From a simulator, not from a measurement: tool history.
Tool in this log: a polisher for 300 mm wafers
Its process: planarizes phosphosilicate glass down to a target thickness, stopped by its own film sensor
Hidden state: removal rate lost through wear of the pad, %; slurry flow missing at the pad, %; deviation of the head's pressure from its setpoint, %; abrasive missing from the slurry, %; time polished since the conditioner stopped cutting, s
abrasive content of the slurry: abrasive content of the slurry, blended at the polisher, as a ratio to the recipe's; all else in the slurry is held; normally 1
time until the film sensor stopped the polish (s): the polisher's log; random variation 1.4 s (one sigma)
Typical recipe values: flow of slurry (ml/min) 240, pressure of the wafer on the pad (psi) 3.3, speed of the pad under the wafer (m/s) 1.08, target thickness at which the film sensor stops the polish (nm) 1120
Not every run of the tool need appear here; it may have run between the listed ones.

| run | day | flow of slurry (ml/min) | pressure of the wafer on the pad (psi) | speed of the pad under the wafer (m/s) | abrasive content of the slurry | target thickness at which the film sensor stops the polish (nm) | wafers since the last listed run | wafers polished on this pad | hours since the slurry nozzle was cleaned | hours since the head pressure was calibrated | hours since the slurry blender was calibrated | hours since the conditioning disc was replaced | incoming thickness of the incoming film, nm | time until the film sensor stopped the polish (s) |
|---|---|---|---|---|---|---|---|---|---|---|---|---|---|---|
| 1 | 0 | 240 | 3.3 | 0.84 | 1 | 1120 | 0 | 2470 | 205.8 | 999.9 | 23.6 | 47.7 | 2144.9 | 148 |
| 2 | 1.525 | 240 | 3.3 | 1.08 | 1 | 1120 | 430 | 2901 | 242.4 | 1036.5 | 60.2 | 84.3 | 2141.6 | 128.2 |
| 3 | 5.242 | 240 | 3.3 | 1.08 | 1 | 1120 | 1048 | 3949 | 331.6 | 1125.7 | 149.4 | 173.5 | 2198.5 | 136.2 |
|  | 6.971 | worn pad replaced by a new one |
|  | 9.025 | head pressure recalibrated |
|  | 11.317 | slurry nozzle cleaned |
| 4 | 11.525 | 240 | 3.3 | 1.32 | 1 | 1120 | 1690 | 1249 | 5 | 60 | 300.2 | 324.3 | 2181.1 | 122.4 |
|  | 13.567 | conditioning disc replaced and pad reconditioned |
| 5 | 14.858 | 240 | 3.3 | 1.08 | 1 | 1120 | 916 | 2166 | 85 | 140 | 380.2 | 31 | 2148.3 | 134.1 |
|  | 15.75 | slurry blender recalibrated |
|  | 25.796 | worn pad replaced by a new one |
| 6 | 25.938 | 240 | 3.3 | 1.08 | 1 | 1120 | 3055 | 40 | 350.9 | 405.9 | 244.5 | 296.9 | 2147.5 | 136.4 |
| 7 | 28.188 | 240 | 2.8 | 1.08 | 1 | 1120 | 634 | 675 | 404.9 | 459.9 | 298.5 | 350.9 | 2130.2 | 148.1 |
|  | 30.458 | conditioning disc replaced and pad reconditioned |
| 8 | 30.546 | 240 | 3.3 | 1.08 | 1 | 1120 | 641 | 1317 | 461.5 | 516.5 | 355.1 | 2.1 | 2148 | 135.3 |
|  | 31.242 | slurry nozzle cleaned, repeated, since the last time left the tool worse |
| 9 | 33.533 | 240 | 3.3 | 1.08 | 1 | 1120 | 831 | 2148 | 55 | 588.2 | 426.8 | 73.8 | 2151.5 | 129.3 |
|  | 33.758 | slurry blender recalibrated |
| 10 | 37.675 | 240 | 3.3 | 1.08 | 1 | 919 | 1145 | 3293 | 154.4 | 687.6 | 94 | 173.2 | 2121.1 | 150.5 |
|  | 40.304 | worn pad replaced by a new one |
| 11 | 40.692 | 290 | 3.3 | 1.36 | 1 | 1120 | 804 | 108 | 226.8 | 760 | 166.4 | 245.6 | 2191.1 | 115.1 |
| 12 | 44.946 | 210 | 3.3 | 1.08 | 0.7 | 1449 | 1200 | 1309 | 328.9 | 862.1 | 268.5 | 347.7 | 2175.9 | 105 |
| 13 | 46.996 | 240 | 3.3 | 0.9 | 0.85 | 1473 | 578 | 1887 | 378.1 | 911.3 | 317.7 | 396.9 | 2136.3 | 97.6 |
|  | 49.296 | conditioning disc replaced and pad reconditioned |
| 14 | 49.317 | 240 | 3.3 | 1.08 | 1 | 1120 | 631 | 2518 | 433.8 | 967 | 373.4 | 0.5 | 2133.9 | 127.2 |
|  | 51.688 | slurry nozzle cleaned |
|  | 52 | slurry blender recalibrated |
|  | 52.692 | head pressure recalibrated |
| 15 | 52.712 | 240 | 3.3 | 1.08 | 1.15 | 1120 | 899 | 3418 | 24.6 | 0.5 | 17.1 | 82 | 2169.9 | 122.4 |
| 16 | 54.333 | 240 | 3.3 | 1.08 | 1 | 1120 | 457 | 3875 | 63.5 | 39.4 | 56 | 120.9 | 2130.4 | 124.5 |
| 17 | 55.896 | 165 | 3.3 | 1.3 | 1.2 | 1120 | 440 | 4316 | 101 | 76.9 | 93.5 | 158.4 | 2151.7 | 111.8 |
|  | 56.396 | worn pad replaced by a new one |
| 18 | 59.729 | 240 | 3.3 | 1.4 | 1 | 997 | 1034 | 940 | 193 | 168.9 | 185.5 | 250.4 | 2163.7 | 125.2 |
| 19 | 63.054 | 240 | 4.3 | 1.08 | 1 | 1120 | 938 | 1878 | 272.8 | 248.7 | 265.3 | 330.2 | 2167.4 | 108.5 |
|  | 65.692 | conditioning disc replaced and pad reconditioned |
| 20 | 66.754 | 240 | 3.3 | 1.08 | 1 | 1120 | 1020 | 2899 | 361.6 | 337.5 | 354.1 | 25.5 | 2176.5 | 132.6 |
|  | 70.546 | slurry blender recalibrated |
| 21 | 71.071 | 270 | 4 | 0.9 | 1 | 1120 | 1194 | 4093 | 465.2 | 441.1 | 12.6 | 129.1 | 2145.9 | 123 |
|  | 72.004 | worn pad replaced by a new one |
|  | 72.021 | slurry nozzle cleaned |
| 22 | 74.617 | 240 | 3.3 | 1.08 | 1 | 1120 | 949 | 732 | 62.3 | 526.2 | 97.7 | 214.2 | 2149.2 | 128.4 |
| 23 | 77.233 | 305 | 4.5 | 0.86 | 1 | 1120 | 738 | 1471 | 125.1 | 589 | 160.5 | 277 | 2141.2 | 110.7 |

Entry by entry between the runs, the difference in hidden state between the last listed run before and the first listed run after:
From run 3 to run 4: worn pad replaced by a new one (day 6.971); head pressure recalibrated (day 9.025); slurry nozzle cleaned (day 11.317)
  slurry flow missing at the pad, %: 17.8 -> 33.7
  difference, measured minus the result without the unlogged condition, time until the film sensor stopped the polish (s): +2.6 -> +5.1
From run 4 to run 5: conditioning disc replaced and pad reconditioned (day 13.567)
  slurry flow missing at the pad, %: 33.7 -> 41.8
  difference, measured minus the result without the unlogged condition, time until the film sensor stopped the polish (s): +5.1 -> +7.5
From run 5 to run 6: slurry blender recalibrated (day 15.75); worn pad replaced by a new one (day 25.796)
  slurry flow missing at the pad, %: 41.8 -> 51
  difference, measured minus the result without the unlogged condition, time until the film sensor stopped the polish (s): +7.5 -> +10.3
From run 7 to run 8: conditioning disc replaced and pad reconditioned (day 30.458)
  slurry flow missing at the pad, %: 51.5 -> 51.9
  difference, measured minus the result without the unlogged condition, time until the film sensor stopped the polish (s): +11.4 -> +10.5
From run 8 to run 9: slurry nozzle cleaned, repeated, since the last time left the tool worse (day 31.242)
  slurry flow missing at the pad, %: 51.9 -> 7.69
  difference, measured minus the result without the unlogged condition, time until the film sensor stopped the polish (s): +10.5 -> +1
From run 9 to run 10: slurry blender recalibrated (day 33.758)
  slurry flow missing at the pad, %: 7.69 -> 14.4
  difference, measured minus the result without the unlogged condition, time until the film sensor stopped the polish (s): +1 -> +2.3
From run 10 to run 11: worn pad replaced by a new one (day 40.304)
  slurry flow missing at the pad, %: 14.4 -> 17.1
  difference, measured minus the result without the unlogged condition, time until the film sensor stopped the polish (s): +2.3 -> +1.8
From run 13 to run 14: conditioning disc replaced and pad reconditioned (day 49.296)
  slurry flow missing at the pad, %: 19.7 -> 20.1
  difference, measured minus the result without the unlogged condition, time until the film sensor stopped the polish (s): +2.1 -> +2.8
From run 14 to run 15: slurry nozzle cleaned (day 51.688); slurry blender recalibrated (day 52); head pressure recalibrated (day 52.692)
  slurry flow missing at the pad, %: 20.1 -> 4.06
  difference, measured minus the result without the unlogged condition, time until the film sensor stopped the polish (s): +2.8 -> +0.4
From run 17 to run 18: worn pad replaced by a new one (day 56.396)
  slurry flow missing at the pad, %: 10.9 -> 15.5
  difference, measured minus the result without the unlogged condition, time until the film sensor stopped the polish (s): +1.6 -> +2
From run 19 to run 20: conditioning disc replaced and pad reconditioned (day 65.692)
  slurry flow missing at the pad, %: 17.7 -> 19.1
  difference, measured minus the result without the unlogged condition, time until the film sensor stopped the polish (s): +2.1 -> +2.7
From run 20 to run 21: slurry blender recalibrated (day 70.546)
  slurry flow missing at the pad, %: 19.1 -> 19.9
  difference, measured minus the result without the unlogged condition, time until the film sensor stopped the polish (s): +2.7 -> +2.3
From run 21 to run 22: worn pad replaced by a new one (day 72.004); slurry nozzle cleaned (day 72.021)
  slurry flow missing at the pad, %: 19.9 -> 9.46
  difference, measured minus the result without the unlogged condition, time until the film sensor stopped the polish (s): +2.3 -> +1.2
